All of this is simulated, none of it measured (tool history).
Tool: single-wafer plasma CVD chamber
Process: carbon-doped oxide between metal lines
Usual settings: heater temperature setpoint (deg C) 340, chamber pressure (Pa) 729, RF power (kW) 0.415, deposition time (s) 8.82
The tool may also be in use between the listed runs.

run,hour,heater temperature setpoint (deg C),chamber pressure (Pa),RF power (kW),deposition time (s),wafers since the last listed run,hours since the last thermocouple change,hours since the last RF generator calibration,hours since the last manometer calibration,hours since the showerhead was replaced,hours since the gauge calibration,"read-back reference wafer on the same gauge, thickness_nm",mean film thickness on the monitor wafer (angstrom)
1,0,340,729,0.415,8.82,0,2437.7,2536.3,1531.7,5577.6,79.2,45.991,387.92
2,16.4,340,729,0.415,8.82,758,2454.1,2552.7,1548.1,5594,95.6,46.006,388.18
3,30.1,340,729,0.415,8.82,633,2467.8,2566.4,1561.8,5607.7,109.3,46.022,387.92
4,42.1,347,729,0.415,8.82,555,2479.8,2578.4,1573.8,5619.7,121.3,45.975,380.44
5,54.9,340,729,0.415,9.85,592,2492.6,2591.2,1586.6,5632.5,134.1,46.027,432.01
6,72.7,340,729,0.415,9.44,823,2510.4,2609,1604.4,5650.3,151.9,46.003,412.6
7,90.3,340,729,0.415,9.44,814,2528,2626.6,1622,5667.9,169.5,45.992,414.03
# hour 99.9: thermocouple changed; heater temperature recalibrated
8,100.4,345,729,0.415,8.82,97,0.5,2636.7,1632.1,5678,179.6,45.995,381.18
9,112,340,729,0.415,8.82,536,12.1,2648.3,1643.7,5689.6,191.2,45.969,386.59
10,126.8,330,856,0.38,7.15,684,26.9,2663.1,1658.5,5704.4,206,46.016,306.71
11,135.8,340,729,0.415,8.82,416,35.9,2672.1,1667.5,5713.4,215,45.977,384.73
12,146.5,340,729,0.415,8.82,495,46.6,2682.8,1678.2,5724.1,225.7,45.992,385.16
# hour 154.8: RF generator calibrated
13,160.2,334,729,0.345,8.82,263,60.3,5.4,1691.9,5737.8,239.4,46.002,363.52
# hour 169.5: gauge calibrated
# hour 174.1: capacitance manometer re-zeroed and calibrated
# hour 188.5: showerhead replaced
14,195.4,327,729,0.465,7.38,888,95.5,40.6,21.3,6.9,25.9,45.987,392.67
15,211.4,340,729,0.415,8.82,740,111.5,56.6,37.3,22.9,41.9,45.98,413.45

Run 16 comes next. What will it give?
16,221.7,335,901,0.475,10.53,476,121.8,66.9,47.6,33.2,52.2,?,?

read-back reference wafer on the same gauge, thickness_nm: 45.986
mean film thickness on the monitor wafer (angstrom): 560.92
Without the tool's hidden state the same run would have given mean film thickness on the monitor wafer (angstrom) 565.01.
